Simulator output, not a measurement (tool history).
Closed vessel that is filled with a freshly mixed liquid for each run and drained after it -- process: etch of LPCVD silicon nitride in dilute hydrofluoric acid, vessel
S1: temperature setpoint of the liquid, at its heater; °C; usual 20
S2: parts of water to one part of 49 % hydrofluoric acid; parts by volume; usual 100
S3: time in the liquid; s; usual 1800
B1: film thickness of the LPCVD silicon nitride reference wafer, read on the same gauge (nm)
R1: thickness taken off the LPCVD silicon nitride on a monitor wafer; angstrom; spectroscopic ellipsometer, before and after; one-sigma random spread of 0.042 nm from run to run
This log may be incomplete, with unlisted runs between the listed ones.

run   hour    S1   S2    S3     B1     R1
  1      0    20  100  1800  50.08   72.6
  2   33.6    20  100  1800  49.84   71.2
  3   58.8    20  100  1800  49.75   70.8
  4   81.5    20  100  1800  49.68   71.7
  5  107.7    20  100  1800  49.63     72
  6  132.3    20  100  1800  49.52   72.1
  7  164.3    20  100  1800  49.48   71.2
     174.7  -- thermometer replaced
  8  179.6    20   85  2405  49.42  111.5
  9  201.6  22.5  100  1800  49.38   83.8
 10  228.4  22.5  100  1800  49.33   84.2
 11  261.5    20  100   980  49.26   39.1
 12  292.6    18   70  1395  49.27   67.5
 13  314.8    24  100  1800  49.21   93.3
 14  347.9    17   50  1365  49.25   85.1
 15  363.2  22.5  100  1800  49.23   84.1
 16    393    20  145  1800  49.19   49.4
       412  -- hydrofluoric acid flow meter replaced
 17  412.5    18  140  1800   49.2   45.2
 18  439.9    17   70  2140  49.17   96.9
       446  -- gauge calibrated
 19  453.8    20  100  1800  49.97   72.3
 20  476.7    17  120  2455  49.85   67.1
 21  495.8    20   80  1800  49.74   89.8
 22  541.6    20  100  1800  49.54   71.7
 23  576.5  17.5  130  1120  49.44   29.2

5 options for the next run, each taken on its own from the tool as it stands now. Forecast them:
  A  577.6    20  100  1800   ?   ?
  B  577.6  18.5  100  1800   ?   ?
  C  577.6  17.5  100  1345   ?   ?
  D  577.6    23   70  1800   ?   ?
  E  577.6    17   75  2850   ?   ?

run     B1     R1
  A  49.41   71.4
  B  49.41   64.4
  C  49.41   44.9
  D  49.41  124.1
  E  49.41  121.5
With the hidden condition removed and each run's random variation left untouched, the same runs would have given:
run     R1
  A   72.2
  B   65.2
  C   45.5
  D  125.5
  E  122.9
